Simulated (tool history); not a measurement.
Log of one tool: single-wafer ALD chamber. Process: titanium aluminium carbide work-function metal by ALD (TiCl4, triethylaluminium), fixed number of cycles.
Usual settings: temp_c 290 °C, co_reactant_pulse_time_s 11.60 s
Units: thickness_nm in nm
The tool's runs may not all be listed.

run     day  temp_c  co_reactant_pulse_time_s  wafers since the last listed run  hours since the last thermocouple change  hours since the last triethylaluminium bottle change  hours since the showerhead was replaced  hours since the gauge calibration  read-back reference wafer on the same gauge, thickness_nm  thickness_nm
  1   0.000     299                     11.60                                 0                                    1696.6                                                 186.0                                   6110.2                              569.6                                                      1.652         1.926
  2   2.125     299                     11.60                               644                                    1747.6                                                 237.0                                   6161.2                              620.6                                                      1.653         1.957
  3   4.275     290                     11.60                               652                                    1799.2                                                 288.6                                   6212.8                              672.2                                                      1.657         1.898
  4   6.088     290                      9.81                               550                                    1842.7                                                 332.1                                   6256.3                              715.7                                                      1.660         1.859
  5   9.425     290                      9.81                              1012                                    1922.8                                                 412.2                                   6336.4                              795.8                                                      1.664         1.864
  6  12.667     290                      9.81                               983                                    2000.6                                                 490.0                                   6414.2                              873.6                                                      1.672         1.874
  7  15.262     290                     10.15                               787                                    2062.9                                                 552.3                                   6476.5                              935.9                                                      1.672         1.882
  8  19.642     290                     11.60                              1328                                    2168.0                                                 657.4                                   6581.6                             1041.0                                                      1.682         1.913
     21.442  -- gauge calibrated
  9  21.546     290                     11.60                               577                                    2213.7                                                 703.1                                   6627.3                                2.5                                                      1.606         1.851
 10  23.171     302                     11.60                               493                                    2252.7                                                 742.1                                   6666.3                               41.5                                                      1.607         1.935
 11  24.925     302                     11.60                               532                                    2294.8                                                 784.2                                   6708.4                               83.6                                                      1.611         1.912
 12  27.104     290                      8.39                               661                                    2347.1                                                 836.5                                   6760.7                              135.9                                                      1.614         1.729
 13  29.571     300                     11.60                               748                                    2406.3                                                 895.7                                   6819.9                              195.1                                                      1.617         1.906
 14  34.046     290                     11.60                              1358                                    2513.7                                                1003.1                                   6927.3                              302.5                                                      1.625         1.842
     35.438  -- showerhead replaced
 15  36.092     277                      7.17                               519                                    2562.8                                                1052.2                                     15.7                              351.6                                                      1.628         1.537
 16  37.688     290                      8.98                               484                                    2601.1                                                1090.5                                     54.0                              389.9                                                      1.632         1.776
 17  39.271     302                     15.51                               480                                    2639.1                                                1128.5                                     92.0                              427.9                                                      1.635         1.975

Run 18 comes next. What will it give?
     43.196  -- thermocouple changed; heater temperature recalibrated
     50.421  -- triethylaluminium bottle replaced
 18  52.412     290                     11.60                              3785                                     221.2                                                  47.8                                    407.4                              743.3                                                          ?             ?

read-back reference wafer on the same gauge, thickness_nm: 1.651
thickness_nm: 1.904 nm
Without the tool's hidden state the same run would have given thickness_nm 1.855 nm.

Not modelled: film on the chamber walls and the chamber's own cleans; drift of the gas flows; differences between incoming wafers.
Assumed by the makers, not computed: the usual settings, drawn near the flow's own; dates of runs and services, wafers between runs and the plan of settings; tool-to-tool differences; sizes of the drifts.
